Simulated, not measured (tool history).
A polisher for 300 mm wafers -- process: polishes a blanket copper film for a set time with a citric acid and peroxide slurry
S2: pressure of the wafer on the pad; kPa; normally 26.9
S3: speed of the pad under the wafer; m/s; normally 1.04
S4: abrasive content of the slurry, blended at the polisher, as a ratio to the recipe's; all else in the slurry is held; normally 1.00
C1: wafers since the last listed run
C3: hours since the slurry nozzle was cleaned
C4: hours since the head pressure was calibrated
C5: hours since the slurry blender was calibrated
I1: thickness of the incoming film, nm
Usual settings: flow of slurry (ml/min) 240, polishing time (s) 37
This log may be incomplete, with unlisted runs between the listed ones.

Run 1, hour 0.0: usual settings; C1 0; wafers polished on this pad 1059; C3 57.5; C4 673.7; C5 305.5; I1 1059.0. Result: film removed (Å) 1223.
Run 2, hour 21.7: usual settings; C1 211; wafers polished on this pad 1270; C3 79.2; C4 695.4; C5 327.2; I1 1077.5. Result: film removed (Å) 1214.
Run 3, hour 47.3: usual settings; C1 248; wafers polished on this pad 1519; C3 104.8; C4 721.0; C5 352.8; I1 1044.9. Result: film removed (Å) 1191.
Run 4, hour 68.5: usual settings; C1 206; wafers polished on this pad 1725; C3 126.0; C4 742.2; C5 374.0; I1 1056.5. Result: film removed (Å) 1207.
At hour 80.9: worn pad replaced by a new one.
Run 5, hour 93.8: usual settings; C1 207; wafers polished on this pad 125; C3 151.3; C4 767.5; C5 399.3; I1 1082.7. Result: film removed (Å) 1272.
Run 6, hour 112.8: usual settings; C1 184; wafers polished on this pad 309; C3 170.3; C4 786.5; C5 418.3; I1 1059.8. Result: film removed (Å) 1280.
Run 7, hour 132.5: usual settings; C1 191; wafers polished on this pad 501; C3 190.0; C4 806.2; C5 438.0; I1 1064.9. Result: film removed (Å) 1262.
Run 8, hour 167.3: usual settings; C1 338; wafers polished on this pad 840; C3 224.8; C4 841.0; C5 472.8; I1 1039.4. Result: film removed (Å) 1228.
At hour 182.2: head pressure recalibrated.
Run 9, hour 189.2: usual settings; C1 193; wafers polished on this pad 1033; C3 246.7; C4 7.0; C5 494.7; I1 1065.0. Result: film removed (Å) 1242.
Run 10, hour 218.5: usual settings but S2 31.7 kPa, polishing time (s) 48; C1 284; wafers polished on this pad 1318; C3 276.0; C4 36.3; C5 524.0; I1 1077.6. Result: film removed (Å) 1867.
Run 11, hour 233.5: usual settings but S2 24.1 kPa, polishing time (s) 29; C1 145; wafers polished on this pad 1464; C3 291.0; C4 51.3; C5 539.0; I1 1060.8. Result: film removed (Å) 837.
At hour 239.9: slurry blender recalibrated.
Run 12, hour 253.9: usual settings but polishing time (s) 26; C1 178; wafers polished on this pad 1643; C3 311.4; C4 71.7; C5 14.0; I1 1071.5. Result: film removed (Å) 840.
At hour 266.7: worn pad replaced by a new one.
Run 13, hour 277.9: usual settings; C1 194; wafers polished on this pad 109; C3 335.4; C4 95.7; C5 38.0; I1 1054.7. Result: film removed (Å) 1265.
Run 14, hour 313.2: usual settings but flow of slurry (ml/min) 295, S3 1.20 m/s, S4 0.75, polishing time (s) 28; C1 343; wafers polished on this pad 452; C3 370.7; C4 131.0; C5 73.3; I1 1067.3. Result: film removed (Å) 1080.
Run 15, hour 335.2: usual settings but S2 32.4 kPa, S3 1.20 m/s, S4 0.90; C1 213; wafers polished on this pad 666; C3 392.7; C4 153.0; C5 95.3; I1 1071.6. Result: film removed (Å) 1648.
Run 16, hour 348.6: usual settings but S2 20.0 kPa; C1 130; wafers polished on this pad 796; C3 406.1; C4 166.4; C5 108.7; I1 1065.0. Result: film removed (Å) 949.
Run 17, hour 375.0: usual settings but S3 0.82 m/s, polishing time (s) 30; C1 256; wafers polished on this pad 1053; C3 432.5; C4 192.8; C5 135.1; I1 1075.8. Result: film removed (Å) 794.
Run 18, hour 392.7: usual settings but S2 32.4 kPa; C1 172; wafers polished on this pad 1225; C3 450.2; C4 210.5; C5 152.8; I1 1038.4. Result: film removed (Å) 1428.
Run 19, hour 407.8: usual settings but S3 1.22 m/s, polishing time (s) 28; C1 146; wafers polished on this pad 1372; C3 465.3; C4 225.6; C5 167.9; I1 1063.6. Result: film removed (Å) 1106.
Run 20, hour 432.5: usual settings but flow of slurry (ml/min) 175, S4 0.80; C1 240; wafers polished on this pad 1612; C3 490.0; C4 250.3; C5 192.6; I1 1050.8. Result: film removed (Å) 1144.
Run 21, hour 449.7: usual settings but flow of slurry (ml/min) 175, S4 1.20; C1 167; wafers polished on this pad 1780; C3 507.2; C4 267.5; C5 209.8; I1 1067.2. Result: film removed (Å) 1180.
Run 22, hour 471.9: usual settings but polishing time (s) 33; C1 215; wafers polished on this pad 1995; C3 529.4; C4 289.7; C5 232.0; I1 1063.9. Result: film removed (Å) 1033.
At hour 489.5: worn pad replaced by a new one.
Run 23, hour 492.0: usual settings; C1 156; wafers polished on this pad 24; C3 549.5; C4 309.8; C5 252.1; I1 1071.5. Result: film removed (Å) 1249.
At hour 513.8: slurry nozzle cleaned.
Run 24, hour 514.3: usual settings; C1 207; wafers polished on this pad 231; C3 0.5; C4 332.1; C5 274.4; I1 1070.9. Result: film removed (Å) 1251.
Run 25, hour 542.9: usual settings but flow of slurry (ml/min) 320, S2 30.3 kPa, S3 0.92 m/s, polishing time (s) 25; C1 278; wafers polished on this pad 509; C3 29.1; C4 360.7; C5 303.0; I1 1045.9. Result: film removed (Å) 877.
Run 26, hour 563.5: usual settings; C1 200; wafers polished on this pad 709; C3 49.7; C4 381.3; C5 323.6; I1 1067.8. Result: film removed (Å) 1277.
Run 27, hour 575.5: usual settings; C1 116; wafers polished on this pad 826; C3 61.7; C4 393.3; C5 335.6; I1 1072.8. Result: film removed (Å) 1255.
Run 28, hour 597.3: usual settings but S2 33.8 kPa, polishing time (s) 31; C1 212; wafers polished on this pad 1038; C3 83.5; C4 415.1; C5 357.4; I1 1055.2. Result: film removed (Å) 1312.
Run 29, hour 629.5: usual settings but flow of slurry (ml/min) 205, S2 20.0 kPa, S3 1.22 m/s, S4 1.10; C1 313; wafers polished on this pad 1351; C3 115.7; C4 447.3; C5 389.6; I1 1039.8. Result: film removed (Å) 1069.

Forecast each of these 5 alternatives for the next run:
Run A, hour 629.9: usual settings but flow of slurry (ml/min) 320; C1 3; wafers polished on this pad 1355; C3 116.1; C4 447.7; C5 390.0; I1 1078.9. Result: film removed (Å) ?.
Run B, hour 629.9: usual settings but S4 1.20, polishing time (s) 31; C1 3; wafers polished on this pad 1355; C3 116.1; C4 447.7; C5 390.0; I1 1078.9. Result: film removed (Å) ?.
Run C, hour 629.9: usual settings but flow of slurry (ml/min) 195, S3 1.20 m/s, S4 0.80; C1 3; wafers polished on this pad 1355; C3 116.1; C4 447.7; C5 390.0; I1 1078.9. Result: film removed (Å) ?.
Run D, hour 629.9: usual settings but S3 1.20 m/s, polishing time (s) 44; C1 3; wafers polished on this pad 1355; C3 116.1; C4 447.7; C5 390.0; I1 1078.9. Result: film removed (Å) ?.
Run E, hour 629.9: usual settings but flow of slurry (ml/min) 180, polishing time (s) 28; C1 3; wafers polished on this pad 1355; C3 116.1; C4 447.7; C5 390.0; I1 1078.9. Result: film removed (Å) ?.

run  film removed (Å)
  A              1299
  B              1087
  C              1370
  D              1727
  E               918
With the hidden condition removed and each run's random variation left untouched, the same runs would have given:
run  film removed (Å)
  A              1346
  B              1126
  C              1420
  D              1789
  E               951
